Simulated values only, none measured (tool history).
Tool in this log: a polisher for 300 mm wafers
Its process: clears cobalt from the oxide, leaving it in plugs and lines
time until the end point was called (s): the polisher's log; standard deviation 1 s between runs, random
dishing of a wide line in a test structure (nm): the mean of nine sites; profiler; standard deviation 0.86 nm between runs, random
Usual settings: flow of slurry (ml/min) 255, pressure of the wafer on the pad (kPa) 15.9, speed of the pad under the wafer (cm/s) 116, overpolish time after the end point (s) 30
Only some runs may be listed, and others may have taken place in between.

| run | hour | flow of slurry (ml/min) | pressure of the wafer on the pad (kPa) | speed of the pad under the wafer (cm/s) | overpolish time after the end point (s) | wafers since the last listed run | wafers polished on this pad | hours since the slurry nozzle was cleaned | hours since the head pressure was calibrated | incoming thickness of the incoming film, nm | time until the end point was called (s) | dishing of a wide line in a test structure (nm) |
|---|---|---|---|---|---|---|---|---|---|---|---|---|
| 1 | 0.0 | 255 | 15.9 | 116 | 30 | 0 | 413 | 435.2 | 1095.1 | 360.7 | 52.0 | 66.3 |
| 2 | 11.1 | 255 | 15.9 | 116 | 30 | 72 | 485 | 446.3 | 1106.2 | 356.7 | 52.4 | 66.3 |
| 3 | 25.9 | 255 | 15.9 | 126 | 21 | 96 | 582 | 461.1 | 1121.0 | 360.8 | 51.3 | 60.7 |
| 4 | 36.1 | 255 | 15.9 | 126 | 21 | 66 | 648 | 471.3 | 1131.2 | 363.0 | 52.5 | 62.7 |
| 5 | 52.4 | 255 | 15.9 | 126 | 21 | 106 | 754 | 487.6 | 1147.5 | 360.3 | 49.1 | 62.9 |
|  | 56.6 | head pressure recalibrated |
|  | 64.4 | slurry nozzle cleaned |
|  | 69.4 | worn pad replaced by a new one |
| 6 | 69.9 | 255 | 15.9 | 116 | 30 | 68 | 3 | 5.5 | 13.3 | 360.4 | 52.7 | 67.1 |
| 7 | 75.4 | 255 | 15.9 | 116 | 30 | 35 | 39 | 11.0 | 18.8 | 357.3 | 52.9 | 68.0 |
| 8 | 88.5 | 255 | 15.9 | 116 | 30 | 85 | 124 | 24.1 | 31.9 | 362.8 | 53.2 | 67.4 |
| 9 | 113.6 | 255 | 17.2 | 116 | 30 | 163 | 287 | 49.2 | 57.0 | 362.3 | 50.1 | 67.2 |
| 10 | 125.8 | 255 | 15.9 | 116 | 30 | 79 | 367 | 61.4 | 69.2 | 361.8 | 51.3 | 66.4 |
| 11 | 135.0 | 255 | 15.9 | 116 | 30 | 59 | 427 | 70.6 | 78.4 | 355.4 | 51.8 | 65.6 |
| 12 | 144.9 | 255 | 15.9 | 132 | 30 | 64 | 491 | 80.5 | 88.3 | 360.2 | 47.5 | 69.7 |
| 13 | 153.3 | 295 | 15.9 | 152 | 47 | 54 | 546 | 88.9 | 96.7 | 356.1 | 44.1 | 70.7 |
| 14 | 167.8 | 310 | 15.9 | 116 | 30 | 94 | 640 | 103.4 | 111.2 | 355.7 | 52.2 | 68.0 |
|  | 185.2 | worn pad replaced by a new one |
| 15 | 185.7 | 255 | 15.9 | 116 | 30 | 90 | 3 | 121.3 | 129.1 | 365.7 | 54.2 | 66.5 |
| 16 | 189.9 | 255 | 15.9 | 116 | 30 | 27 | 30 | 125.5 | 133.3 | 364.8 | 53.6 | 66.5 |
| 17 | 207.1 | 255 | 15.9 | 116 | 20 | 111 | 142 | 142.7 | 150.5 | 361.7 | 51.0 | 59.7 |
| 18 | 217.4 | 255 | 15.9 | 116 | 30 | 67 | 209 | 153.0 | 160.8 | 353.9 | 52.4 | 69.2 |

Predict the results of run 19:
| 19 | 223.8 | 255 | 13.8 | 86 | 30 | 41 | 251 | 159.4 | 167.2 | 368.4 | ? | ? |

time until the end point was called (s): 75.0
dishing of a wide line in a test structure (nm): 62.6
The same run, on a tool lacking any hidden state, would have yielded time until the end point was called (s) 75.0, dishing of a wide line in a test structure (nm) 62.6.
